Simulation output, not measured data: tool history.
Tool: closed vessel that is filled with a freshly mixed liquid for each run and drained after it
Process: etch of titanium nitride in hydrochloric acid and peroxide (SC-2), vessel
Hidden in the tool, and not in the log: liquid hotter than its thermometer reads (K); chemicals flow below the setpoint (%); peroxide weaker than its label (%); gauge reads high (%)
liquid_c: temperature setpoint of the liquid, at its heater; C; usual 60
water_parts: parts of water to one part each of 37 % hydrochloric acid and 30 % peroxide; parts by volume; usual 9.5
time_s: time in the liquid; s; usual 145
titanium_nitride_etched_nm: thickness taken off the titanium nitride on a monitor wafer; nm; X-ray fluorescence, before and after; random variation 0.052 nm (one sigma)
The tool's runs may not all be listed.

| run | hour | liquid_c | water_parts | time_s | wafers since the last listed run | hours since the thermometer was replaced | hours since the chemicals flow meter was replaced | hours since the drum of peroxide was connected | hours since the gauge calibration | read-back film thickness of the titanium nitride reference wafer, read on the same gauge (nm) | titanium_nitride_etched_nm |
|---|---|---|---|---|---|---|---|---|---|---|---|
| 1 | 0 | 67.5 | 9.5 | 195 | 0 | 1748.8 | 977.6 | 232.3 | 397.5 | 29.4 | 14.74 |
| 2 | 28.1 | 60 | 12.5 | 145 | 3203 | 1776.9 | 1005.7 | 260.4 | 425.6 | 29.43 | 5.52 |
| 3 | 64.6 | 60 | 9.5 | 145 | 4161 | 1813.4 | 1042.2 | 296.9 | 462.1 | 29.39 | 6.87 |
| 4 | 89.9 | 60 | 9.5 | 145 | 2884 | 1838.7 | 1067.5 | 322.2 | 487.4 | 29.3 | 6.93 |
| 5 | 116.7 | 60 | 9.5 | 145 | 3055 | 1865.5 | 1094.3 | 349 | 514.2 | 29.29 | 6.94 |
| 6 | 146.4 | 60 | 9.5 | 145 | 3385 | 1895.2 | 1124 | 378.7 | 543.9 | 29.25 | 6.83 |
| 7 | 212.7 | 60 | 7 | 145 | 7558 | 1961.5 | 1190.3 | 445 | 610.2 | 29.22 | 8.68 |
| 8 | 270.3 | 60 | 7 | 145 | 6566 | 2019.1 | 1247.9 | 502.6 | 667.8 | 29.11 | 8.69 |
| 9 | 298 | 60 | 7 | 145 | 3157 | 2046.8 | 1275.6 | 530.3 | 695.5 | 29.02 | 8.76 |
| 10 | 345.8 | 60 | 9.5 | 145 | 5449 | 2094.6 | 1323.4 | 578.1 | 743.3 | 29.04 | 6.78 |
| 11 | 377.2 | 60 | 9.5 | 145 | 3579 | 2126 | 1354.8 | 609.5 | 774.7 | 28.97 | 6.78 |
| 12 | 406.4 | 60 | 9.5 | 145 | 3328 | 2155.2 | 1384 | 638.7 | 803.9 | 28.93 | 6.8 |
| 13 | 476.5 | 60 | 9.5 | 145 | 7991 | 2225.3 | 1454.1 | 708.8 | 874 | 28.82 | 6.77 |
|  | 519.6 | new drum of peroxide connected |
| 14 | 520.1 | 60 | 9.5 | 145 | 4856 | 2268.9 | 1497.7 | 0.5 | 917.6 | 28.81 | 6.73 |
| 15 | 574.2 | 67 | 11 | 215 | 6167 | 2323 | 1551.8 | 54.6 | 971.7 | 28.72 | 13.51 |
| 16 | 645 | 60 | 9.5 | 145 | 8071 | 2393.8 | 1622.6 | 125.4 | 1042.5 | 28.64 | 6.82 |
| 17 | 708.8 | 60 | 9.5 | 95 | 7273 | 2457.6 | 1686.4 | 189.2 | 1106.3 | 28.61 | 4.42 |
|  | 747.5 | gauge calibrated |
| 18 | 748.4 | 60 | 9.5 | 145 | 4514 | 2497.2 | 1726 | 228.8 | 0.9 | 30 | 7 |

Run 19 comes next. What will it give?
| 19 | 788.5 | 60 | 9.5 | 145 | 4571 | 2537.3 | 1766.1 | 268.9 | 41 | ? | ? |

read-back film thickness of the titanium nitride reference wafer, read on the same gauge (nm): 29.9
titanium_nitride_etched_nm: 6.99 nm
Without the tool's hidden state the same run would have given titanium_nitride_etched_nm 7.02 nm.
